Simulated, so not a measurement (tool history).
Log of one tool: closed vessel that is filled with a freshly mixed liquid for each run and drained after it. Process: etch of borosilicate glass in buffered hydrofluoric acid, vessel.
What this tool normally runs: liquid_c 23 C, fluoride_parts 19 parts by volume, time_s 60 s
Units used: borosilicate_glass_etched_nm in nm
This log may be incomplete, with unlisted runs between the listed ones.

| run | day | liquid_c | fluoride_parts | time_s | wafers since the last listed run | hours since the thermometer was replaced | hours since the hydrofluoric acid flow meter was replaced | hours since the gauge calibration | read-back film thickness of the borosilicate glass reference wafer, read on the same gauge (nm) | borosilicate_glass_etched_nm |
|---|---|---|---|---|---|---|---|---|---|---|
| 1 | 0 | 23 | 19 | 40 | 0 | 1595.8 | 1709.7 | 21.7 | 119.97 | 25.79 |
| 2 | 0.742 | 23 | 19 | 40 | 1494 | 1613.6 | 1727.5 | 39.5 | 120.03 | 25.68 |
| 3 | 2.492 | 23 | 19 | 40 | 3526 | 1655.6 | 1769.5 | 81.5 | 120.04 | 25.81 |
| 4 | 3.096 | 23 | 19 | 60 | 1217 | 1670.1 | 1784 | 96 | 119.97 | 38.33 |
| 5 | 3.629 | 23 | 19 | 60 | 1074 | 1682.9 | 1796.8 | 108.8 | 119.99 | 38.2 |
| 6 | 4.154 | 23 | 19 | 60 | 1058 | 1695.5 | 1809.4 | 121.4 | 120.02 | 38.44 |
| 7 | 4.817 | 23 | 19 | 60 | 1335 | 1711.4 | 1825.3 | 137.3 | 119.99 | 38.43 |
| 8 | 5.167 | 23 | 19 | 60 | 705 | 1719.8 | 1833.7 | 145.7 | 119.99 | 38.68 |
| 9 | 6.392 | 23 | 16 | 60 | 2468 | 1749.2 | 1863.1 | 175.1 | 119.96 | 45.77 |
| 10 | 7.121 | 23 | 16 | 60 | 1469 | 1766.7 | 1880.6 | 192.6 | 120.01 | 45.19 |
| 11 | 7.621 | 23 | 19 | 60 | 1007 | 1778.7 | 1892.6 | 204.6 | 120 | 38.53 |
|  | 7.675 | hydrofluoric acid flow meter replaced |
| 12 | 7.992 | 19.5 | 19 | 60 | 663 | 1787.6 | 7.6 | 213.5 | 120 | 27.92 |
|  | 9.496 | thermometer replaced |
|  | 9.854 | gauge calibrated |
| 13 | 9.871 | 19.5 | 19 | 60 | 3703 | 9 | 52.7 | 0.4 | 120.01 | 31.85 |
| 14 | 10.192 | 19.5 | 19 | 60 | 646 | 16.7 | 60.4 | 8.1 | 119.98 | 32.04 |
| 15 | 11.825 | 25.5 | 16.5 | 60 | 3291 | 55.9 | 99.6 | 47.3 | 119.99 | 51.42 |
| 16 | 12.196 | 23 | 19 | 60 | 747 | 64.8 | 108.5 | 56.2 | 119.98 | 39.25 |
| 17 | 12.525 | 25 | 19 | 60 | 663 | 72.7 | 116.4 | 64.1 | 120 | 43.67 |
| 18 | 13.162 | 23 | 22.5 | 85 | 1284 | 88 | 131.7 | 79.4 | 119.99 | 48.06 |
| 19 | 13.633 | 23 | 19 | 90 | 948 | 99.3 | 143 | 90.7 | 120 | 58.97 |
| 20 | 14.267 | 23 | 19 | 30 | 1276 | 114.5 | 158.2 | 105.9 | 120 | 19.28 |
| 21 | 14.617 | 20.5 | 21 | 60 | 705 | 122.9 | 166.6 | 114.3 | 119.99 | 31.29 |
| 22 | 15.354 | 26 | 26 | 60 | 1486 | 140.6 | 184.3 | 132 | 120 | 36.07 |
| 23 | 15.821 | 18.5 | 22 | 90 | 940 | 151.8 | 195.5 | 143.2 | 120.02 | 40.59 |
| 24 | 16.446 | 23 | 22.5 | 85 | 1259 | 166.8 | 210.5 | 158.2 | 119.98 | 48.29 |
| 25 | 17.179 | 20 | 19 | 35 | 1477 | 184.4 | 228.1 | 175.8 | 120.02 | 19.25 |
| 26 | 17.462 | 24.5 | 19 | 60 | 571 | 191.2 | 234.9 | 182.6 | 120.02 | 42.25 |
| 27 | 17.829 | 19.5 | 19 | 60 | 738 | 200 | 243.7 | 191.4 | 120 | 32.38 |
| 28 | 18.571 | 26.5 | 16.5 | 70 | 1494 | 217.8 | 261.5 | 209.2 | 119.97 | 62.46 |
| 29 | 18.892 | 23 | 16 | 60 | 646 | 225.5 | 269.2 | 216.9 | 120.02 | 45.38 |

Describe how what the log doesn't record of the tool's condition differs between the last listed run preceding each entry between runs and the first listed run following it.
Runs 11 to 12: hydrofluoric acid flow meter replaced (day 7.675)
  liquid colder than its thermometer reads (K): 2.51 -> 2.52; hydrofluoric acid flow above the setpoint (%): 14.1 -> 0.373
  measured value less the no-hidden-state value, borosilicate_glass_etched_nm: -0.21 -> -4.09 nm
Runs 12 to 13: thermometer replaced (day 9.496); gauge calibrated (day 9.854)
  liquid colder than its thermometer reads (K): 2.52 -> 0.0513; hydrofluoric acid flow above the setpoint (%): 0.373 -> 0.682
  measured value less the no-hidden-state value, borosilicate_glass_etched_nm: -4.09 -> +0.12 nm
